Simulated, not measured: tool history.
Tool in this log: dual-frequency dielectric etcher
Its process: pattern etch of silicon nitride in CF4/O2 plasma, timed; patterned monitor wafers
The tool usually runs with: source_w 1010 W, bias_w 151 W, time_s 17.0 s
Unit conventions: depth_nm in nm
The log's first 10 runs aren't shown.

run    hour  source_w  bias_w  time_s  wafers since the last listed run  hours since the last wet clean  hours since the last source power generator calibration  hours since the last bias power generator calibration  hours since the last upper electrode change  hours since the gauge calibration  read-back reference wafer on the same gauge, depth_nm  depth_nm
      850.0  -- source power generator calibrated
      850.6  -- wet clean of the chamber
 11   858.4      1010     151    17.0                              1275                             7.8                                                      8.4                                                 3782.1                                        346.3                             1125.3                                                   54.3      58.2
 12   911.3      1010     164    17.0                               640                            60.7                                                     61.3                                                 3835.0                                        399.2                             1178.2                                                   54.4      62.3
 13   999.8      1010     164    17.0                              1070                           149.2                                                    149.8                                                 3923.5                                        487.7                             1266.7                                                   54.3      62.2
 14  1083.1      1010     151    18.5                              1008                           232.5                                                    233.1                                                 4006.8                                        571.0                             1350.0                                                   54.4      66.2
 15  1146.7      1240     151    17.0                               769                           296.1                                                    296.7                                                 4070.4                                        634.6                             1413.6                                                   54.4      72.1
 16  1185.4       950     167    17.0                               468                           334.8                                                    335.4                                                 4109.1                                        673.3                             1452.3                                                   54.4      60.6
     1330.9  -- bias power generator calibrated
 17  1429.6      1010     161    20.5                              2906                           579.0                                                    579.6                                                   98.7                                        917.5                             1696.5                                                   54.4      77.9
     1460.5  -- wet clean of the chamber
 18  1467.8      1230     131    12.0                               171                             7.3                                                    617.8                                                  136.9                                        955.7                             1734.7                                                   54.5      44.8
 19  1522.4      1010     161    20.5                               660                            61.9                                                    672.4                                                  191.5                                       1010.3                             1789.3                                                   54.4      72.8
     1552.8  -- gauge calibrated
 20  1803.6      1250     124    19.0                              3402                           343.1                                                    953.6                                                  472.7                                       1291.5                              250.8                                                   54.4      72.5
 21  1860.0       910     164    17.0                               682                           399.5                                                   1010.0                                                  529.1                                       1347.9                              307.2                                                   54.4      57.2
 22  1951.2      1200     125    12.5                              1103                           490.7                                                   1101.2                                                  620.3                                       1439.1                              398.4                                                   54.5      46.8
     2000.3  -- wet clean of the chamber
 23  2014.3      1160     115    17.0                               473                            14.0                                                   1164.3                                                  683.4                                       1502.2                              461.5                                                   54.4      57.3
 24  2107.5       790     151    19.0                              1127                           107.2                                                   1257.5                                                  776.6                                       1595.4                              554.7                                                   54.4      52.9
 25  2164.6       800     151    14.0                               690                           164.3                                                   1314.6                                                  833.7                                       1652.5                              611.8                                                   54.4      39.4
 26  2213.5      1010     162    20.0                               591                           213.2                                                   1363.5                                                  882.6                                       1701.4                              660.7                                                   54.4      71.9
 27  2292.4       910     141    18.5                               954                           292.1                                                   1442.4                                                  961.5                                       1780.3                              739.6                                                   54.4      56.8
 28  2330.5       800     132    15.5                               461                           330.2                                                   1480.5                                                  999.6                                       1818.4                              777.7                                                   54.4      40.6
 29  2399.6      1010     151    17.0                               836                           399.3                                                   1549.6                                                 1068.7                                       1887.5                              846.8                                                   54.4      59.6
 30  2598.3       870     168    15.0                              2404                           598.0                                                   1748.3                                                 1267.4                                       2086.2                             1045.5                                                   54.5      49.6

Alternative continuations, all from the tool just after run 30; predict every row:
  A  2598.7      1250     151    17.0                                 4                           598.4                                                   1748.7                                                 1267.8                                       2086.6                             1045.9                                                      ?         ?
  B  2598.7      1010     120    14.0                                 4                           598.4                                                   1748.7                                                 1267.8                                       2086.6                             1045.9                                                      ?         ?
  C  2598.7      1140     151    20.0                                 4                           598.4                                                   1748.7                                                 1267.8                                       2086.6                             1045.9                                                      ?         ?
  D  2598.7      1220     181    15.0                                 4                           598.4                                                   1748.7                                                 1267.8                                       2086.6                             1045.9                                                      ?         ?

run  read-back reference wafer on the same gauge, depth_nm  depth_nm
  A                                                   54.4      71.3
  B                                                   54.4      43.3
  C                                                   54.4      77.5
  D                                                   54.4      67.5
With the hidden condition removed and each run's random variation left untouched, the same runs would have given:
run  depth_nm
  A      70.0
  B      42.5
  C      76.1
  D      66.3
